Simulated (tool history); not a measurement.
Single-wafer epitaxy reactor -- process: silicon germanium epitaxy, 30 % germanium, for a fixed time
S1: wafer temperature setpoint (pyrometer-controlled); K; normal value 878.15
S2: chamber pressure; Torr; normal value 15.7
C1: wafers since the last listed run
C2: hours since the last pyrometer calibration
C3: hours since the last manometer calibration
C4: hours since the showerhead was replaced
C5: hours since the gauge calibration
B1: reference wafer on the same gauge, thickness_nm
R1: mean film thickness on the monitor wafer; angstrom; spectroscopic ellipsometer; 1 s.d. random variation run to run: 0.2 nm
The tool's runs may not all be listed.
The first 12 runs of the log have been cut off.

run 13 day=38.117 | S1=878.15 S2=15.7 | C1=1214 C2=213.1 C3=1094.1 C4=6310.8 C5=175.0 | B1=60.437 | R1=558.59
run 14 day=42.600 | S1=878.15 S2=15.7 | C1=1805 C2=320.7 C3=1201.7 C4=6418.4 C5=282.6 | B1=60.439 | R1=557.96
run 15 day=44.608 | S1=878.15 S2=15.7 | C1=808 C2=368.9 C3=1249.9 C4=6466.6 C5=330.8 | B1=60.473 | R1=556.46
run 16 day=48.075 | S1=878.15 S2=15.7 | C1=1396 C2=452.1 C3=1333.1 C4=6549.8 C5=414.0 | B1=60.576 | R1=554.24
run 17 day=49.925 | S1=878.15 S2=19.2 | C1=745 C2=496.5 C3=1377.5 C4=6594.2 C5=458.4 | B1=60.640 | R1=596.53
run 18 day=53.238 | S1=885.15 S2=17.9 | C1=1334 C2=576.0 C3=1457.0 C4=6673.7 C5=537.9 | B1=60.475 | R1=660.64
run 19 day=57.025 | S1=892.15 S2=19.3 | C1=1525 C2=666.9 C3=1547.9 C4=6764.6 C5=628.8 | B1=60.481 | R1=777.91
run 20 day=60.321 | S1=878.15 S2=15.7 | C1=1327 C2=746.0 C3=1627.0 C4=6843.7 C5=707.9 | B1=60.504 | R1=553.24
run 21 day=61.962 | S1=883.15 S2=13.6 | C1=661 C2=785.4 C3=1666.4 C4=6883.1 C5=747.3 | B1=60.486 | R1=579.72
run 22 day=66.125 | S1=888.15 S2=12.0 | C1=1676 C2=885.3 C3=1766.3 C4=6983.0 C5=847.2 | B1=60.415 | R1=614.78

For run 23, what comes out?
-- day=66.550 pyrometer calibrated
run 23 day=69.154 | S1=874.15 S2=14.1 | C1=1085 C2=62.5 C3=1839.0 C4=7055.7 C5=919.9 | B1=? | R1=?

B1: 60.462
R1: 493.07 angstrom
If the tool had no hidden condition, the same run with the same run-to-run variation would have returned R1 498.15 angstrom.
